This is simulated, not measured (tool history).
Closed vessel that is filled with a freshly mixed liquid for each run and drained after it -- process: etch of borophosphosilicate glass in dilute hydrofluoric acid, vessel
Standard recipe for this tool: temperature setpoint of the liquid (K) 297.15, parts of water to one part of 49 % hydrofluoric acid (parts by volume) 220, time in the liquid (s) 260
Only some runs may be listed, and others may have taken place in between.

run     day  temperature setpoint of the liquid (K)  parts of water to one part of 49 % hydrofluoric acid (parts by volume)  time in the liquid (s)  read-back film thickness of the borophosphosilicate glass reference wafer, read on the same gauge (nm)  thickness taken off the borophosphosilicate glass on a monitor wafer (Å)
  1   0.000                                  297.15                                                                     220                     315                                                                                                   49.97                                                                     324.4
  2   1.079                                  297.15                                                                     265                     260                                                                                                   50.06                                                                     215.5
  3   1.712                                  297.15                                                                     265                     260                                                                                                   50.02                                                                     213.3
  4   2.633                                  297.15                                                                     265                     260                                                                                                   49.98                                                                     213.2
  5   3.500                                  297.15                                                                     220                     205                                                                                                   50.02                                                                     210.5
  6   4.042                                  297.15                                                                     220                     205                                                                                                   50.01                                                                     211.6
  7   4.604                                  297.15                                                                     220                     180                                                                                                   50.02                                                                     186.7
  8   5.246                                  297.15                                                                     220                     180                                                                                                   50.01                                                                     187.3
  9   5.812                                  297.15                                                                     220                     260                                                                                                   49.99                                                                     266.7
 10   6.888                                  297.15                                                                     220                     260                                                                                                   50.00                                                                     267.1
 11   7.667                                  300.15                                                                     165                     260                                                                                                   50.01                                                                     420.8
 12   8.283                                  300.15                                                                     165                     260                                                                                                   50.02                                                                     420.3
 13   8.967                                  297.15                                                                     220                     260                                                                                                   49.99                                                                     266.1
      9.429  -- hydrofluoric acid flow meter replaced
 14  10.417                                  297.15                                                                     265                     260                                                                                                   50.00                                                                     204.4
 15  11.117                                  294.65                                                                     325                     180                                                                                                   50.01                                                                     100.0
 16  11.738                                  294.15                                                                     325                     200                                                                                                   49.99                                                                     109.7
 17  12.758                                  297.15                                                                     220                     260                                                                                                   50.00                                                                     255.4
     13.012  -- gauge calibrated
 18  13.408                                  294.15                                                                     265                     200                                                                                                   50.03                                                                     138.2
 19  14.275                                  301.15                                                                     220                     260                                                                                                   50.01                                                                     295.4
 20  15.562                                  297.15                                                                     130                     260                                                                                                   50.03                                                                     470.9
 21  16.467                                  297.15                                                                     305                     345                                                                                                   50.01                                                                     224.7
 22  17.879                                  297.15                                                                     250                     260                                                                                                   50.00                                                                     217.7
 23  18.854                                  297.15                                                                     320                     260                                                                                                   50.00                                                                     160.3
 24  19.504                                  297.15                                                                     220                     260                                                                                                   50.00                                                                     255.8
     21.883  -- thermometer replaced
 25  23.017                                  298.65                                                                     285                     260                                                                                                   49.99                                                                     215.9
 26  23.938                                  297.15                                                                     135                     370                                                                                                   50.00                                                                     712.7
 27  25.146                                  295.65                                                                     220                     260                                                                                                   50.01                                                                     264.9
 28  25.692                                  297.15                                                                     220                     260                                                                                                   50.02                                                                     282.2
 29  26.767                                  299.15                                                                     220                     260                                                                                                   49.98                                                                     300.7
 30  28.254                                  295.65                                                                     175                     350                                                                                                   50.01                                                                     471.1
 31  29.238                                  297.15                                                                     270                     185                                                                                                   49.99                                                                     155.7

5 options for the next run, each taken on its own from the tool as it stands now. Forecast them:
  A  29.267                                  297.15                                                                     220                     260                                                                                                       ?                                                                         ?
  B  29.267                                  294.65                                                                     220                     325                                                                                                       ?                                                                         ?
  C  29.267                                  299.65                                                                     325                     210                                                                                                       ?                                                                         ?
  D  29.267                                  297.15                                                                     255                     260                                                                                                       ?                                                                         ?
  E  29.267                                  298.65                                                                     150                     115                                                                                                       ?                                                                         ?

run  read-back film thickness of the borophosphosilicate glass reference wafer, read on the same gauge (nm)  thickness taken off the borophosphosilicate glass on a monitor wafer (Å)
  A                                                                                                   50.00                                                                     280.0
  B                                                                                                   50.00                                                                     318.9
  C                                                                                                   50.00                                                                     150.5
  D                                                                                                   50.00                                                                     233.2
  E                                                                                                   50.00                                                                     207.3
Without the tool's unlogged condition, the same runs would have read:
run  thickness taken off the borophosphosilicate glass on a monitor wafer (Å)
  A                                                                     273.6
  B                                                                     311.8
  C                                                                     146.5
  D                                                                     227.7
  E                                                                     202.9
